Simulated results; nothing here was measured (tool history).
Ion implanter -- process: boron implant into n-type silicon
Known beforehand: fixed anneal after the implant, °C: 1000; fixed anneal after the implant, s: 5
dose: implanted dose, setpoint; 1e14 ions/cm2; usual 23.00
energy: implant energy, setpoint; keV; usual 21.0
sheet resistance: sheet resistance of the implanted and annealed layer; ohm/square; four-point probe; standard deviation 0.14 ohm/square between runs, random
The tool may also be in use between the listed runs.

run,hour,dose,energy,"read-back reference wafer on the same gauge, sheet resistance",sheet resistance
1,0.0,23.00,21.0,76.41,68.52
2,49.2,23.00,21.0,76.36,68.26
3,78.2,23.00,21.0,76.41,68.53
4,109.5,23.00,21.0,76.40,68.36
5,127.9,23.00,21.0,76.39,68.39
6,162.9,25.96,21.0,76.38,65.46
7,177.3,23.00,21.0,76.41,68.29
8,207.5,23.00,21.0,76.44,68.47
9,228.7,23.00,21.0,76.39,68.13
10,259.7,23.00,21.0,76.35,68.23
11,295.6,26.21,17.5,76.45,69.98
12,315.5,26.21,17.5,76.39,69.91
13,342.5,26.21,17.5,76.39,70.23
14,377.9,23.00,16.5,76.41,74.37
15,400.9,23.00,16.5,76.43,74.49
16,429.2,23.00,16.5,76.38,74.82
17,463.9,19.75,18.5,76.39,75.44
18,498.9,23.00,21.0,76.43,68.42
# hour 532.0: Faraday cup replaced and dose calibrated
# hour 549.2: extraction supply calibrated
19,582.3,24.98,27.0,76.42,62.70
# hour 593.7: gauge calibrated
20,668.4,17.12,21.0,76.39,78.68
21,683.1,23.00,21.0,76.40,69.19
22,717.8,23.00,21.0,76.39,69.03
23,739.1,26.56,25.5,76.41,61.71
24,754.7,23.00,21.0,76.42,68.83
25,779.7,20.23,24.0,76.43,70.37
26,800.9,28.60,18.5,76.37,67.51
27,832.6,20.25,19.0,76.40,74.57
28,877.7,27.68,18.5,76.39,67.98
29,893.6,23.00,21.0,76.42,68.73
30,910.4,29.60,21.0,76.36,63.23
31,925.8,17.41,16.5,76.39,82.79
32,951.4,23.00,21.0,76.38,68.65
33,965.6,23.00,21.0,76.46,68.76

Had the tool no unlogged condition, and each run kept its random variation, what would the results have been?
Unlogged tool condition in this case: deviation of the true dose from the Faraday cup's reading, %; deviation of the true energy from its setpoint, %; gauge reads high (%).
run,sheet resistance
1,69.49
2,69.25
3,69.53
4,69.38
5,69.41
6,66.33
7,69.33
8,69.52
9,69.18
10,69.29
11,70.77
12,70.70
13,71.03
14,75.33
15,75.46
16,75.80
17,76.75
18,69.54
19,62.88
20,79.21
21,69.57
22,69.46
23,62.14
24,69.33
25,71.05
26,67.89
27,75.27
28,68.45
29,69.42
30,63.72
31,83.79
32,69.40
33,69.53
